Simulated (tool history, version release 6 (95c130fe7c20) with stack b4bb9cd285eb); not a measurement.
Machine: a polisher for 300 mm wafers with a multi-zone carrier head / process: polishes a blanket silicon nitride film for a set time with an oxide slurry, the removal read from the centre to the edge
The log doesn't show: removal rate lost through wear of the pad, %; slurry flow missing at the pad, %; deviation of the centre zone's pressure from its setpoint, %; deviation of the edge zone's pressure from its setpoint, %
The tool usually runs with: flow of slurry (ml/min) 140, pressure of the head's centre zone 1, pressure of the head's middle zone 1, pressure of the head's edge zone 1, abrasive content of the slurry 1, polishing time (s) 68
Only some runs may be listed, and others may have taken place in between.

run,hour,flow of slurry (ml/min),pressure of the head's centre zone,pressure of the head's middle zone,pressure of the head's edge zone,abrasive content of the slurry,polishing time (s),wafers since the last listed run,wafers polished on this pad,hours since the slurry nozzle was cleaned,hours since the centre zone pressure was calibrated,hours since the edge zone pressure was calibrated,hours since the carrier head's membrane was replaced,"incoming thickness of the incoming film, nm",film removed at the wafer's centre (nm),film removed at mid-radius (nm),film removed at the wafer's edge (nm)
1,0,140,1,1,1,1,68,0,123,786.2,1240.9,323.4,1577.5,300.3,52,51.1,52.5
2,11.8,140,1,1,1,1,68,109,232,798,1252.7,335.2,1589.3,303.4,51.6,50.3,52.4
3,24.7,140,1,1,1,1,68,119,351,810.9,1265.6,348.1,1602.2,297.9,52.5,51.9,52.5
4,37.4,140,1,1,1,1,68,117,469,823.6,1278.3,360.8,1614.9,301.4,51.6,51.4,52
5,51.3,140,1,1,1,1,68,128,597,837.5,1292.2,374.7,1628.8,301,50.8,50.9,50.8
6,64.9,140,1,1,1,1,68,125,723,851.1,1305.8,388.3,1642.4,299.1,51.6,52.1,52
7,73.1,140,1,1,1,1,68,75,799,859.3,1314,396.5,1650.6,301.7,51.6,50.9,53
# hour 79.4: slurry nozzle cleaned
# hour 84: edge zone pressure recalibrated
8,84.5,140,1,1,1,1,68,77,877,5.1,1325.4,0.5,1662,299.7,43.5,43.9,47

Run 9 comes next. What will it give?
9,97.8,110,1,0.93,1,1.25,68,123,1000,18.4,1338.7,13.8,1675.3,300.8,?,?,?

Run 9 yielded film removed at the wafer's centre (nm) 40.9, film removed at mid-radius (nm) 40.3, film removed at the wafer's edge (nm) 48.1.
Had the tool carried no hidden state, the very same run would have given film removed at the wafer's centre (nm) 59.5, film removed at mid-radius (nm) 55.3, film removed at the wafer's edge (nm) 58.4.

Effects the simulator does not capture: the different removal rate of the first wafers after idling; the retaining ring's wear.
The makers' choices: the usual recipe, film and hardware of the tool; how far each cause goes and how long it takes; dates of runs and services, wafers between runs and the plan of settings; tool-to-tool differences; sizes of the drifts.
